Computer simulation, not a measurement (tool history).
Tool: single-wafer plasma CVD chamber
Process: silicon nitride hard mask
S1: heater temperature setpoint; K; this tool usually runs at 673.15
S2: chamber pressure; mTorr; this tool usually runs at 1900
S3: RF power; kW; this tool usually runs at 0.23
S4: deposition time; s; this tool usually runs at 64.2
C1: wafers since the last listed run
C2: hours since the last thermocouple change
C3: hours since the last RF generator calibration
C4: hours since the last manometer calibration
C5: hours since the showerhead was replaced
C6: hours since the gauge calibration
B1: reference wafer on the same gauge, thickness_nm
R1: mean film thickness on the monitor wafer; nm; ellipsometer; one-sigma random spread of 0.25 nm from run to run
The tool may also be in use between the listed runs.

run	hour	S1	S2	S3	S4	C1	C2	C3	C4	C5	C6	B1	R1
1	0	673.15	1900	0.23	64.2	0	1609	1312	2197.9	383.1	2233.4	64.737	62.455
# hour 165.7: capacitance manometer re-zeroed and calibrated
# hour 168.6: thermocouple changed; heater temperature recalibrated
2	274.3	673.15	1900	0.23	64.2	3252	105.7	1586.3	108.6	657.4	2507.7	64.81	60.82
3	357.5	673.15	1900	0.23	64.2	1027	188.9	1669.5	191.8	740.6	2590.9	64.887	61.487
4	411.9	673.15	2230	0.23	64.2	671	243.3	1723.9	246.2	795	2645.3	64.83	64.097
5	461.1	679.15	1900	0.23	71.4	607	292.5	1773.1	295.4	844.2	2694.5	64.695	67.26
6	548	661.15	2020	0.21	57.6	1073	379.4	1860	382.3	931.1	2781.4	64.924	54.615
# hour 590.6: RF generator calibrated
7	591	673.15	2250	0.23	64.2	432	422.4	0.4	425.3	974.1	2824.4	64.902	66.17
8	673.7	679.15	1760	0.23	64.2	1021	505.1	83.1	508	1056.8	2907.1	64.821	60.785
# hour 741.2: gauge calibrated
9	846.7	685.15	1730	0.23	64.2	2136	678.1	256.1	681	1229.8	105.5	64.851	60.131
10	919	670.15	1900	0.245	64.2	892	750.4	328.4	753.3	1302.1	177.8	64.841	64.314
11	965.7	681.15	1900	0.27	64.2	576	797.1	375.1	800	1348.8	224.5	64.788	66.728
12	1070.5	683.15	1730	0.215	60.7	1294	901.9	479.9	904.8	1453.6	329.3	64.742	55.756
13	1172.2	673.15	1630	0.23	64.2	1256	1003.6	581.6	1006.5	1555.3	431	64.707	58.977
14	1267.5	673.15	1900	0.23	64.2	1177	1098.9	676.9	1101.8	1650.6	526.3	64.728	62.961
15	1341	673.15	1900	0.23	64.2	907	1172.4	750.4	1175.3	1724.1	599.8	64.759	62.658
16	1379.7	673.15	2120	0.21	64.2	477	1211.1	789.1	1214	1762.8	638.5	64.794	62.872
17	1430.2	685.15	1900	0.215	64.2	623	1261.6	839.6	1264.5	1813.3	689	64.78	60.881
18	1531.6	673.15	1900	0.23	64.2	1252	1363	941	1365.9	1914.7	790.4	64.849	62.462
19	1595.5	679.15	1900	0.195	60.7	789	1426.9	1004.9	1429.8	1978.6	854.3	64.764	54.714
20	1659.1	683.15	2220	0.27	72.1	785	1490.5	1068.5	1493.4	2042.2	917.9	64.762	78.509
21	1724.5	673.15	1900	0.23	72.1	807	1555.9	1133.9	1558.8	2107.6	983.3	64.776	69.752
22	1761.8	673.15	1640	0.23	71.1	460	1593.2	1171.2	1596.1	2144.9	1020.6	64.758	65.523
23	1838.7	679.15	1900	0.195	60.7	949	1670.1	1248.1	1673	2221.8	1097.5	64.815	54.764
24	1875.7	673.15	1900	0.23	64.2	456	1707.1	1285.1	1710	2258.8	1134.5	64.789	62.658
25	1921.5	673.15	1900	0.23	64.2	565	1752.9	1330.9	1755.8	2304.6	1180.3	64.876	62.447
# hour 1950.8: thermocouple changed; heater temperature recalibrated
26	1969.5	673.15	2040	0.19	64.2	494	18.7	1378.9	1803.8	2352.6	1228.3	64.787	58.758
27	2022.9	673.15	1900	0.23	64.2	659	72.1	1432.3	1857.2	2406	1281.7	64.814	62.163

Forecast each of these 5 alternatives for the next run:
A	2023.3	673.15	1900	0.23	64.2	4	72.5	1432.7	1857.6	2406.4	1282.1	?	?
B	2023.3	659.15	1740	0.23	64.2	4	72.5	1432.7	1857.6	2406.4	1282.1	?	?
C	2023.3	663.15	1470	0.205	72.9	4	72.5	1432.7	1857.6	2406.4	1282.1	?	?
D	2023.3	667.15	2090	0.265	70.4	4	72.5	1432.7	1857.6	2406.4	1282.1	?	?
E	2023.3	664.15	2110	0.23	64.2	4	72.5	1432.7	1857.6	2406.4	1282.1	?	?

run	B1	R1
A	64.757	62.039
B	64.757	60.442
C	64.757	60.984
D	64.757	74.878
E	64.757	64.46
Without the tool's hidden state the same runs would have given:
run	R1
A	61.939
B	60.266
C	60.685
D	74.718
E	64.391

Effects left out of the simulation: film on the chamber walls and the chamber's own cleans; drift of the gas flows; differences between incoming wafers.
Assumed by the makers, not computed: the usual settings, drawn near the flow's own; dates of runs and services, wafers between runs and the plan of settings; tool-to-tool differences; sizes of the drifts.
